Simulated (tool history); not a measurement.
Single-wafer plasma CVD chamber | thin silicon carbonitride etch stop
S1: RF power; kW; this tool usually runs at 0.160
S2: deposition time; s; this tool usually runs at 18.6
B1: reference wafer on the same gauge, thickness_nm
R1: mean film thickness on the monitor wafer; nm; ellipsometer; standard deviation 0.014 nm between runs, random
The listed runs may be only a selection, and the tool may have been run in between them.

run    hour     S1    S2      B1      R1
  1     0.0  0.175  18.6  10.026   9.435
  2    39.3  0.175  18.6  10.034   9.445
  3    84.5  0.175  18.6  10.033   9.460
  4   132.1  0.160  16.3  10.034   8.106
  5   167.6  0.160  16.3  10.019   8.093
  6   235.0  0.160  18.6  10.038   9.226
  7   288.9  0.160  18.6  10.029   9.211
  8   320.4  0.160  18.6  10.030   9.225
  9   375.3  0.160  18.6  10.032   9.214
 10   409.6  0.160  18.6  10.025   9.215
 11   434.3  0.160  18.6  10.032   9.196
 12   476.1  0.180  17.7  10.030   8.967
 13   506.4  0.160  20.7  10.031  10.258
      543.3  -- gauge calibrated
 14   546.8  0.160  20.7  10.030  10.211
 15   585.5  0.160  18.6  10.039   9.181
 16   641.4  0.160  18.6  10.033   9.187
 17   671.3  0.160  18.6  10.030   9.161
 18   712.7  0.160  21.7  10.030  10.692
 19   743.1  0.160  19.6  10.024   9.658
 20   806.8  0.160  18.6  10.036   9.158
 21   836.3  0.190  18.6  10.031   9.514
 22   888.1  0.130  16.3  10.029   7.670
 23   928.3  0.145  22.1  10.029  10.631
      954.4  -- showerhead replaced
 24   967.8  0.160  21.9  10.024  10.766
 25  1003.6  0.160  18.6  10.027   9.139
 26  1037.7  0.130  21.9  10.033  10.294
     1047.7  -- RF generator calibrated
 27  1104.7  0.160  18.6  10.027   9.286
     1136.7  -- thermocouple changed; heater temperature recalibrated
 28  1137.2  0.145  21.8  10.025  10.625
 29  1168.9  0.145  16.9  10.031   8.229
 30  1304.9  0.175  15.5  10.028   7.871
 31  1352.9  0.170  18.6  10.026   9.383
 32  1376.9  0.130  15.9  10.024   7.537
 33  1412.6  0.160  18.6  10.029   9.242
 34  1473.1  0.160  18.6  10.027   9.192

For each run, the measured value with the value that run would have given without the tool's hidden condition subtracted. The run-to-run variation is shared by both, the gauge scatter possibly not:
What the log doesn't record here: wafer temperature above the value expected at the setpoint (K); delivered RF power above the setpoint (%); gauge reads high (%).
run      R1
  1  -0.016
  2  -0.020
  3  -0.026
  4  -0.027
  5  -0.031
  6  -0.042
  7  -0.049
  8  -0.053
  9  -0.059
 10  -0.063
 11  -0.066
 12  -0.069
 13  -0.083
 14  -0.088
 15  -0.084
 16  -0.090
 17  -0.094
 18  -0.115
 19  -0.108
 20  -0.109
 21  -0.117
 22  -0.100
 23  -0.145
 24  -0.152
 25  -0.134
 26  -0.154
 27  -0.013
 28  -0.019
 29  -0.018
 30  -0.031
 31  -0.042
 32  -0.036
 33  -0.049
 34  -0.056
